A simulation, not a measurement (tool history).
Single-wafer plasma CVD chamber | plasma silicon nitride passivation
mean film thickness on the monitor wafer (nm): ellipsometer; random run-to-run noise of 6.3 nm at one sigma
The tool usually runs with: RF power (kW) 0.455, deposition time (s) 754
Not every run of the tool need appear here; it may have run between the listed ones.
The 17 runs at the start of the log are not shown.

| run | day | RF power (kW) | deposition time (s) | wafers since the last listed run | hours since the last RF generator calibration | hours since the showerhead was replaced | hours since the gauge calibration | read-back reference wafer on the same gauge, thickness_nm | mean film thickness on the monitor wafer (nm) |
|---|---|---|---|---|---|---|---|---|---|
| 18 | 35.996 | 0.455 | 754 | 165 | 2398.2 | 3284.2 | 1455.2 | 1263.017 | 1102.002 |
| 19 | 38.333 | 0.39 | 813 | 148 | 2454.3 | 3340.3 | 1511.3 | 1269.049 | 1167.784 |
|  | 40.292 | RF generator calibrated |
| 20 | 41.3 | 0.405 | 903 | 166 | 24.2 | 3411.5 | 1582.5 | 1272.754 | 1298.099 |
| 21 | 42.988 | 0.375 | 795 | 106 | 64.7 | 3452 | 1623 | 1278.11 | 1120.323 |
| 22 | 44.55 | 0.455 | 754 | 99 | 102.2 | 3489.5 | 1660.5 | 1281.048 | 1122.07 |
| 23 | 47.054 | 0.375 | 864 | 158 | 162.3 | 3549.6 | 1720.6 | 1286.81 | 1230.354 |
| 24 | 49.525 | 0.455 | 754 | 156 | 221.6 | 3608.9 | 1779.9 | 1293.316 | 1136.047 |
| 25 | 50.529 | 0.5 | 896 | 63 | 245.7 | 3633 | 1804 | 1295.494 | 1377.625 |
| 26 | 52.608 | 0.51 | 754 | 131 | 295.6 | 3682.9 | 1853.9 | 1299.957 | 1169.292 |
|  | 53.342 | gauge calibrated |
| 27 | 55.417 | 0.425 | 798 | 178 | 363 | 3750.3 | 49.8 | 1213.238 | 1119.955 |
| 28 | 58.033 | 0.455 | 754 | 165 | 425.8 | 3813.1 | 112.6 | 1214.057 | 1062.702 |
| 29 | 60.571 | 0.455 | 865 | 160 | 486.7 | 3874 | 173.5 | 1214.284 | 1218.469 |
| 30 | 62.188 | 0.53 | 603 | 102 | 525.5 | 3912.8 | 212.3 | 1215.358 | 891.363 |
|  | 63.004 | showerhead replaced |
| 31 | 64.5 | 0.455 | 811 | 125 | 581 | 35.9 | 267.8 | 1215.811 | 1143.737 |
| 32 | 66.217 | 0.54 | 659 | 108 | 622.2 | 77.1 | 309 | 1217.819 | 968.913 |
| 33 | 68.988 | 0.455 | 754 | 175 | 688.7 | 143.6 | 375.5 | 1218.398 | 1065.021 |
| 34 | 74.012 | 0.455 | 754 | 318 | 809.3 | 264.2 | 496.1 | 1220.727 | 1073.303 |
| 35 | 76.354 | 0.49 | 635 | 148 | 865.5 | 320.4 | 552.3 | 1223.028 | 924.842 |
| 36 | 77.846 | 0.42 | 866 | 94 | 901.3 | 356.2 | 588.1 | 1223.97 | 1209.039 |
| 37 | 80.375 | 0.54 | 845 | 160 | 962 | 416.9 | 648.8 | 1225.707 | 1255.782 |
| 38 | 81.429 | 0.455 | 754 | 66 | 987.3 | 442.2 | 674.1 | 1226.99 | 1070.293 |
| 39 | 83.888 | 0.455 | 686 | 155 | 1046.3 | 501.2 | 733.1 | 1229.54 | 981.665 |
| 40 | 86.446 | 0.505 | 822 | 162 | 1107.7 | 562.6 | 794.5 | 1232.79 | 1219.075 |
| 41 | 88.212 | 0.535 | 656 | 112 | 1150.1 | 605 | 836.9 | 1231.781 | 972.473 |
| 42 | 89.4 | 0.455 | 754 | 75 | 1178.6 | 633.5 | 865.4 | 1234.468 | 1077.666 |

5 ways to go on from here, each from the tool as it stands after run 42. What would each give?
| A | 89.425 | 0.455 | 754 | 1 | 1179.2 | 634.1 | 866 | ? | ? |
| B | 89.425 | 0.505 | 701 | 1 | 1179.2 | 634.1 | 866 | ? | ? |
| C | 89.425 | 0.485 | 754 | 1 | 1179.2 | 634.1 | 866 | ? | ? |
| D | 89.425 | 0.42 | 704 | 1 | 1179.2 | 634.1 | 866 | ? | ? |
| E | 89.425 | 0.4 | 754 | 1 | 1179.2 | 634.1 | 866 | ? | ? |

| run | read-back reference wafer on the same gauge, thickness_nm | mean film thickness on the monitor wafer (nm) |
|---|---|---|
| A | 1235.644 | 1077.404 |
| B | 1235.644 | 1027.491 |
| C | 1235.644 | 1094.264 |
| D | 1235.644 | 986.834 |
| E | 1235.644 | 1044.789 |
Take away the tool's hidden state, keep each run's random variation, and the runs would have read:
| run | mean film thickness on the monitor wafer (nm) |
|---|---|
| A | 1055.336 |
| B | 1006.446 |
| C | 1071.851 |
| D | 966.621 |
| E | 1023.389 |
